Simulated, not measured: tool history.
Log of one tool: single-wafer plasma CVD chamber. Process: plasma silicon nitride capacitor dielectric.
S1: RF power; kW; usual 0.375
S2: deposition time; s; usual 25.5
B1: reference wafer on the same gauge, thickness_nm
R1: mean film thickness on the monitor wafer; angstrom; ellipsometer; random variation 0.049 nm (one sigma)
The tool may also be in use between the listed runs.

run     day     S1    S2      B1      R1
  1       0  0.355  25.5  38.428  324.95
      0.588  -- gauge calibrated
  2   0.825  0.355  25.5  37.963  321.12
  3   1.717  0.355  25.5  37.988   321.8
  4   2.696  0.375  27.5  37.963  350.12
  5   4.042  0.375  27.5  37.986  350.68
  6   5.062  0.375  25.5  38.002  325.81
  7   6.262  0.375  25.5  38.002  325.74
  8   6.946  0.375  25.5  38.057  326.23
  9   8.158  0.375  25.5  38.065  325.99
 10   9.067  0.375  21.9  38.106  280.93
 11   9.683  0.375  25.5   38.14  326.48
 12  11.117  0.355  23.5  38.192  297.41
 13  11.775    0.3  26.9  38.234  329.16
 14  13.083  0.395  29.8  38.274  388.08
 15   14.55  0.335  29.6   38.38  371.78
     15.108  -- RF generator calibrated
 16  15.129  0.335  29.6  38.379  372.87
     16.262  -- gauge calibrated
     16.562  -- showerhead replaced
 17  17.479  0.415  27.2  37.909   353.3
 18  18.088   0.33  26.9  37.888  333.53
 19  18.904  0.375  25.5  37.882  323.72
 20    19.9   0.42  23.1  37.905  300.89
 21  21.175   0.34  30.1  37.962  375.38
 22  21.696  0.405  20.8  37.959  269.08

The same runs without the tool's hidden state, with the same run-to-run variation:
The hidden state here: delivered RF power above the setpoint (%); gauge reads high (%).
run      R1
  1  320.66
  2  320.64
  3   321.3
  4  349.52
  5  349.93
  6  324.97
  7  324.68
  8  325.01
  9  324.47
 10  279.39
 11   324.5
 12  295.15
 13  326.39
 14  384.16
 15  367.24
 16  367.98
 17  353.34
 18  333.53
 19  323.65
 20  300.72
 21  374.94
 22  268.68

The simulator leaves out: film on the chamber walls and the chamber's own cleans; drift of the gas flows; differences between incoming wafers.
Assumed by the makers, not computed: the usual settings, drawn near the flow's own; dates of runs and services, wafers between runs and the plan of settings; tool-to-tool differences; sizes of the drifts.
